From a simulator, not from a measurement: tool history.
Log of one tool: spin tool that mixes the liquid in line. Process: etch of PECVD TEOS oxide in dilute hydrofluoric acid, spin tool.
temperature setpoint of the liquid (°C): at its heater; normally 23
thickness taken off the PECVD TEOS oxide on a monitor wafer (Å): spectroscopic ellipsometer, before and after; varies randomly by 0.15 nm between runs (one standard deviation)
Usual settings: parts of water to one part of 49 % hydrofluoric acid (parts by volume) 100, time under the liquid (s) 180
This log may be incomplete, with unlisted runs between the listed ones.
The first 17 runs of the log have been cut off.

run	hour	temperature setpoint of the liquid (°C)	parts of water to one part of 49 % hydrofluoric acid (parts by volume)	time under the liquid (s)	read-back film thickness of the PECVD TEOS oxide reference wafer, read on the same gauge (nm)	thickness taken off the PECVD TEOS oxide on a monitor wafer (Å)
18	228.9	19.5	145	120	39.98	102.9
19	235.2	27.5	135	245	40.01	307.5
20	241.6	23	100	180	39.99	265.4
21	251.4	23	100	180	39.99	267.9
22	259.2	23	135	180	40	188.9
23	272.7	28	100	180	40.01	328.2
24	281.9	23	65	220	40.01	523.5
25	296.7	23	100	180	40.02	265.4
26	305.1	23	100	180	39.99	266.9
27	318.6	23	100	180	40	266.9
28	335.2	27	150	250	39.99	272.7
29	349.6	23	100	180	39.98	266.9
30	362.8	23	80	210	40.02	399.7
31	370.8	23	115	180	40.01	226.6
32	383.5	25.5	115	95	40	130
33	395.4	21	135	180	40.01	172.9

Below are 4 alternative next runs, each starting from the tool's condition after run 33. Predict each:
A	395.9	23	65	180	?	?
B	395.9	23	55	180	?	?
C	395.9	20.5	145	230	?	?
D	395.9	23	60	230	?	?

run	read-back film thickness of the PECVD TEOS oxide reference wafer, read on the same gauge (nm)	thickness taken off the PECVD TEOS oxide on a monitor wafer (Å)
A	39.99	424.1
B	39.99	507.7
C	39.99	200
D	39.99	590.9
Stripped of hidden state, with their random variation kept, the same runs would have yielded:
run	thickness taken off the PECVD TEOS oxide on a monitor wafer (Å)
A	430.2
B	515
C	203.1
D	599.4

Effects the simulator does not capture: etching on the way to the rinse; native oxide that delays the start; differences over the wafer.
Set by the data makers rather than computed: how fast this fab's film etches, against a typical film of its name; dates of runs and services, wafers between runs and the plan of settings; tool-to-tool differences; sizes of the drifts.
